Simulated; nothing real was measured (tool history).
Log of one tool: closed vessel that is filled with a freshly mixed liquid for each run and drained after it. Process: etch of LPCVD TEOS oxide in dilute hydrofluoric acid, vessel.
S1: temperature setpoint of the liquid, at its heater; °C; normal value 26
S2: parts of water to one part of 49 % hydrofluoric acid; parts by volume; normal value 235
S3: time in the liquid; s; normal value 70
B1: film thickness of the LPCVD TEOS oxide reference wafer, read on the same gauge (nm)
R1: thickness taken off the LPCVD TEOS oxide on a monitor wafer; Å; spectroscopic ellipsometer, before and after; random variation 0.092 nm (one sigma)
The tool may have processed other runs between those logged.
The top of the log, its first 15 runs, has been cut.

{"run": 16, "hour": 1215.4, "S1": 26, "S2": 325, "S3": 70, "B1": 140.02, "R1": 104.3}
{"run": 17, "hour": 1259.2, "S1": 29, "S2": 265, "S3": 70, "B1": 139.99, "R1": 151}
{"run": 18, "hour": 1347.0, "S1": 26, "S2": 235, "S3": 70, "B1": 139.98, "R1": 159.6}
{"run": 19, "hour": 1652.1, "S1": 26, "S2": 310, "S3": 50, "B1": 140, "R1": 82.2}
{"run": 20, "hour": 1738.6, "S1": 26, "S2": 235, "S3": 70, "B1": 140, "R1": 166}
{"run": 21, "hour": 1778.6, "S1": 26, "S2": 235, "S3": 70, "B1": 140, "R1": 165.6}
{"run": 22, "hour": 1839.2, "S1": 28, "S2": 325, "S3": 90, "B1": 139.98, "R1": 149.4}
{"hour": 1855.2, "done": "gauge calibrated"}
{"run": 23, "hour": 1878.9, "S1": 26, "S2": 340, "S3": 70, "B1": 140, "R1": 103}
{"run": 24, "hour": 1978.4, "S1": 26, "S2": 235, "S3": 70, "B1": 140, "R1": 166.3}
{"hour": 2022.8, "done": "hydrofluoric acid flow meter replaced"}
{"run": 25, "hour": 2031.8, "S1": 29, "S2": 195, "S3": 90, "B1": 140.01, "R1": 294.2}
{"run": 26, "hour": 2116.4, "S1": 22, "S2": 165, "S3": 50, "B1": 139.99, "R1": 157.5}
{"run": 27, "hour": 2215.3, "S1": 30.5, "S2": 165, "S3": 70, "B1": 140, "R1": 304.2}
{"hour": 2235.3, "done": "thermometer replaced"}
{"run": 28, "hour": 2267.1, "S1": 30, "S2": 315, "S3": 70, "B1": 139.99, "R1": 122.2}
{"run": 29, "hour": 2374.7, "S1": 21, "S2": 235, "S3": 80, "B1": 139.99, "R1": 150.2}
{"run": 30, "hour": 2439.1, "S1": 26, "S2": 235, "S3": 70, "B1": 140, "R1": 157.5}
{"run": 31, "hour": 2544.0, "S1": 28.5, "S2": 160, "S3": 55, "B1": 140.01, "R1": 219.2}
{"run": 32, "hour": 2626.0, "S1": 26, "S2": 235, "S3": 105, "B1": 140, "R1": 245}
{"run": 33, "hour": 2728.4, "S1": 30, "S2": 350, "S3": 70, "B1": 140.01, "R1": 111.7}

Forecast each of these 4 alternatives for the next run:
{"run": "A", "hour": 2729.1, "S1": 26, "S2": 235, "S3": 70, "B1": "?", "R1": "?"}
{"run": "B", "hour": 2729.1, "S1": 23, "S2": 310, "S3": 85, "B1": "?", "R1": "?"}
{"run": "C", "hour": 2729.1, "S1": 26, "S2": 235, "S3": 55, "B1": "?", "R1": "?"}
{"run": "D", "hour": 2729.1, "S1": 23.5, "S2": 295, "S3": 50, "B1": "?", "R1": "?"}

run=A B1=140 R1=162.9
run=B B1=140 R1=125.2
run=C B1=140 R1=128
run=D B1=140 R1=79.9
Had the tool no hidden state, the same runs would have come out as:
run=A R1=155.4
run=B R1=119.4
run=C R1=122.1
run=D R1=76.2
